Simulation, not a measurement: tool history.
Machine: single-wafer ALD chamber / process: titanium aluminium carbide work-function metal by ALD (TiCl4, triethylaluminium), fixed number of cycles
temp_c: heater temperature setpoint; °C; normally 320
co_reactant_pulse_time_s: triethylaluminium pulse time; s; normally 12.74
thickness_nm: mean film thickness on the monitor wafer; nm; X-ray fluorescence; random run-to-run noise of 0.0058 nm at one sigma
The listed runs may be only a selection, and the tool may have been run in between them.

run,hour,temp_c,co_reactant_pulse_time_s,wafers since the last listed run,hours since the last thermocouple change,hours since the last triethylaluminium bottle change,hours since the showerhead was replaced,hours since the gauge calibration,"read-back reference wafer on the same gauge, thickness_nm",thickness_nm
1,0.0,320,12.74,0,2152.8,1543.7,3104.1,244.7,2.290,2.234
2,23.4,312,12.74,179,2176.2,1567.1,3127.5,268.1,2.290,2.164
3,53.1,312,12.74,227,2205.9,1596.8,3157.2,297.8,2.291,2.178
4,85.4,312,12.74,247,2238.2,1629.1,3189.5,330.1,2.288,2.171
5,103.1,320,12.74,135,2255.9,1646.8,3207.2,347.8,2.290,2.232
6,116.3,320,12.74,101,2269.1,1660.0,3220.4,361.0,2.289,2.235
7,142.9,320,12.74,203,2295.7,1686.6,3247.0,387.6,2.291,2.229
8,168.6,320,12.74,196,2321.4,1712.3,3272.7,413.3,2.290,2.230
9,204.5,320,12.74,275,2357.3,1748.2,3308.6,449.2,2.291,2.237
10,226.4,320,12.74,167,2379.2,1770.1,3330.5,471.1,2.290,2.223
11,242.2,320,12.74,121,2395.0,1785.9,3346.3,486.9,2.290,2.242
# hour 253.6: thermocouple changed; heater temperature recalibrated
12,257.6,328,12.74,56,4.0,1801.3,3361.7,502.3,2.290,2.302
13,364.2,328,12.74,816,110.6,1907.9,3468.3,608.9,2.292,2.296
# hour 381.1: gauge calibrated
14,383.4,332,9.38,147,129.8,1927.1,3487.5,2.3,2.290,2.294
15,398.4,328,12.74,114,144.8,1942.1,3502.5,17.3,2.290,2.284
16,415.9,320,12.74,134,162.3,1959.6,3520.0,34.8,2.290,2.235
17,446.1,320,9.13,231,192.5,1989.8,3550.2,65.0,2.291,2.209
18,476.0,320,12.74,229,222.4,2019.7,3580.1,94.9,2.291,2.224
# hour 502.6: showerhead replaced
19,503.1,320,12.74,146,249.5,2046.8,0.5,122.0,2.290,2.235
# hour 527.7: triethylaluminium bottle replaced
20,532.9,320,15.29,167,279.3,5.2,30.3,151.8,2.290,2.244
21,553.2,330,8.81,155,299.6,25.5,50.6,172.1,2.292,2.269
22,588.9,333,15.60,273,335.3,61.2,86.3,207.8,2.290,2.354
23,614.1,311,15.29,193,360.5,86.4,111.5,233.0,2.291,2.167
24,641.1,320,12.74,206,387.5,113.4,138.5,260.0,2.289,2.241
25,720.6,330,16.52,609,467.0,192.9,218.0,339.5,2.290,2.332
26,749.4,320,12.74,220,495.8,221.7,246.8,368.3,2.290,2.230
27,767.8,320,9.95,140,514.2,240.1,265.2,386.7,2.291,2.200
28,793.0,307,17.15,193,539.4,265.3,290.4,411.9,2.290,2.143
29,818.5,320,15.95,195,564.9,290.8,315.9,437.4,2.289,2.244
30,843.9,320,15.95,194,590.3,316.2,341.3,462.8,2.290,2.239
31,872.3,330,12.74,217,618.7,344.6,369.7,491.2,2.290,2.302
32,907.9,330,7.74,272,654.3,380.2,405.3,526.8,2.290,2.245

What was the tool's hidden state at every run in the log?
wafer temperature above the value expected at the setpoint (K): 0 across all the runs
triethylaluminium dose above that of a fresh bottle (%): 0 across all the runs
gauge reads high (%): 0 across all the runs

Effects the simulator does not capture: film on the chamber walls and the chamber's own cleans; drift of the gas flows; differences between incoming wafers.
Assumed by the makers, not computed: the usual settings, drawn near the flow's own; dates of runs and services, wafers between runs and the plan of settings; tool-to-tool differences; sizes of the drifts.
